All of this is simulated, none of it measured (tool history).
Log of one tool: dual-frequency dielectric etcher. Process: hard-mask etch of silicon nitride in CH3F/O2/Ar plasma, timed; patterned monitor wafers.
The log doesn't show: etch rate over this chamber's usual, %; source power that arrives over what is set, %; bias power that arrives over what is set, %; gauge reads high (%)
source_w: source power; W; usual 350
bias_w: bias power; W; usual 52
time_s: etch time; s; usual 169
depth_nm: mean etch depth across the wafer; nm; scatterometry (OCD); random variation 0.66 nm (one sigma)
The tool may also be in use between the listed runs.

run,day,source_w,bias_w,time_s,wafers since the last listed run,hours since the last wet clean,hours since the last source power generator calibration,hours since the last bias power generator calibration,hours since the last upper electrode change,hours since the gauge calibration,"read-back reference wafer on the same gauge, depth_nm",depth_nm
1,0,380,52,169,0,334.7,4613.8,2042.9,2838.4,264.7,115.7,104.4
2,0.779,350,58,205.5,101,353.4,4632.5,2061.6,2857.1,283.4,115.7,123.5
3,1.408,350,58,205.5,81,368.5,4647.6,2076.7,2872.2,298.5,115.7,124.7
4,2.262,350,52,169,110,389,4668.1,2097.2,2892.7,319,115.6,100.1
5,3.242,370,52,169,127,412.5,4691.6,2120.7,2916.2,342.5,115.9,102.9
6,4.592,370,52,169,175,444.9,4724,2153.1,2948.6,374.9,115.6,103
7,5.588,370,52,169,129,468.8,4747.9,2177,2972.5,398.8,115.8,103.4
# day 5.779: bias power generator calibrated
8,6.258,350,52,169,65,484.9,4764,11.5,2988.6,414.9,115.8,100.8
# day 6.8: gauge calibrated
9,7.004,350,52,169,96,502.8,4781.9,29.4,3006.5,4.9,115.7,100.2
10,7.55,350,52,138.5,70,515.9,4795,42.5,3019.6,18,115.9,82.2
# day 8.767: wet clean of the chamber
# day 8.883: source power generator calibrated
11,9.033,350,52,169,47,6.4,3.6,78.1,3055.2,53.6,115.7,102.8
12,9.942,350,52,169,117,28.2,25.4,99.9,3077,75.4,115.7,103.4
# day 11.962: wet clean of the chamber, repeated, since the last time left the tool worse
# day 12.75: upper electrode replaced
13,12.771,350,62,169,134,19.4,93.3,167.8,0.5,143.3,115.4,101.6
14,12.783,320,62,137,1,19.7,93.6,168.1,0.8,143.6,115.8,77.2
15,13.242,350,64,169,59,30.7,104.6,179.1,11.8,154.6,115.8,102.8

Forecast run 16:
16,13.992,310,55,214.5,97,48.7,122.6,197.1,29.8,172.6,?,?

Run 16 gave read-back reference wafer on the same gauge, depth_nm 115.8, depth_nm 117 nm.
Without the tool's hidden state the same run would have given depth_nm 116.4 nm.

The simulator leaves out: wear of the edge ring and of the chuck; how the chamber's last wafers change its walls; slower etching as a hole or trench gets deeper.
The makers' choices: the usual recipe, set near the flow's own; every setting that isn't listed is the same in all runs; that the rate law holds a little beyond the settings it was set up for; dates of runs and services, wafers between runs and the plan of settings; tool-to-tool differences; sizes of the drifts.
